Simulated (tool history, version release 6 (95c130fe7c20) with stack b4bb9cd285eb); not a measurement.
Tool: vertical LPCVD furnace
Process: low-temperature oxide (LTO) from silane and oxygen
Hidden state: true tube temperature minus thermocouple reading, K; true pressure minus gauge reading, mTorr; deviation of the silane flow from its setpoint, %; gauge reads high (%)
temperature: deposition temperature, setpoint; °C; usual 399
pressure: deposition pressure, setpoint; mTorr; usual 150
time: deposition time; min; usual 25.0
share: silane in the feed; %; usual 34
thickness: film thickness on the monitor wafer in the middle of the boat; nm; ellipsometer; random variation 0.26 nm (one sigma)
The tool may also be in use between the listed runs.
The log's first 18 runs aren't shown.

run    hour  temperature  pressure  time  share  wafers since the last listed run  hours since the last temperature calibration  hours since the pressure gauge was zeroed  hours since the silane flow controller was replaced  hours since the gauge calibration  read-back reference wafer on the same gauge, thickness  thickness
 19  1673.2          399       165  25.0     34                               812                                         162.3                                     4458.5                                                367.5                              460.3                                                   99.92     132.65
 20  1730.0          408       115  20.5     40                              1027                                         219.1                                     4515.3                                                424.3                              517.1                                                   99.98     105.05
     1773.5  -- pressure gauge zeroed
 21  1813.8          392       170  25.0     34                              1081                                         302.9                                       40.3                                                508.1                              600.9                                                  100.01     121.02
 22  1893.3          388       150  21.0     37                              1438                                         382.4                                      119.8                                                587.6                              680.4                                                  100.00      95.67
 23  1966.7          399       150  25.0     34                              1328                                         455.8                                      193.2                                                661.0                              753.8                                                  100.00     116.47
 24  2062.0          393       180  28.0     36                              1724                                         551.1                                      288.5                                                756.3                              849.1                                                  100.04     157.66
 25  2228.7          404       150  30.5     36                              3016                                         717.8                                      455.2                                                923.0                             1015.8                                                   99.95     164.00
 26  2323.2          388       150  25.0     36                              1709                                         812.3                                      549.7                                               1017.5                             1110.3                                                  100.04     111.59
 27  2409.7          407       180  33.0     40                              1565                                         898.8                                      636.2                                               1104.0                             1196.8                                                  100.01     248.44
 28  2517.2          399       150  25.0     34                              1945                                        1006.3                                      743.7                                               1211.5                             1304.3                                                  100.05     118.09
 29  2589.3          399       150  25.0     34                              1304                                        1078.4                                      815.8                                               1283.6                             1376.4                                                   99.97     118.33
 30  2634.5          404       150  25.0     39                               817                                        1123.6                                      861.0                                               1328.8                             1421.6                                                  100.05     149.36

4 ways to go on from here, each from the tool as it stands after run 30. What would each give?
  A  2638.5          392       150  25.0     34                                72                                        1127.6                                      865.0                                               1332.8                             1425.6                                                       ?          ?
  B  2638.5          409       115  17.5     32                                72                                        1127.6                                      865.0                                               1332.8                             1425.6                                                       ?          ?
  C  2638.5          388       150  25.0     34                                72                                        1127.6                                      865.0                                               1332.8                             1425.6                                                       ?          ?
  D  2638.5          389       140  32.5     40                                72                                        1127.6                                      865.0                                               1332.8                             1425.6                                                       ?          ?

run  read-back reference wafer on the same gauge, thickness  thickness
  A                                                   99.94     108.89
  B                                                   99.94      65.94
  C                                                   99.94     103.78
  D                                                   99.94     158.14
Without the tool's hidden state the same runs would have given:
run  thickness
  A     106.21
  B      63.85
  C     101.23
  D     153.99
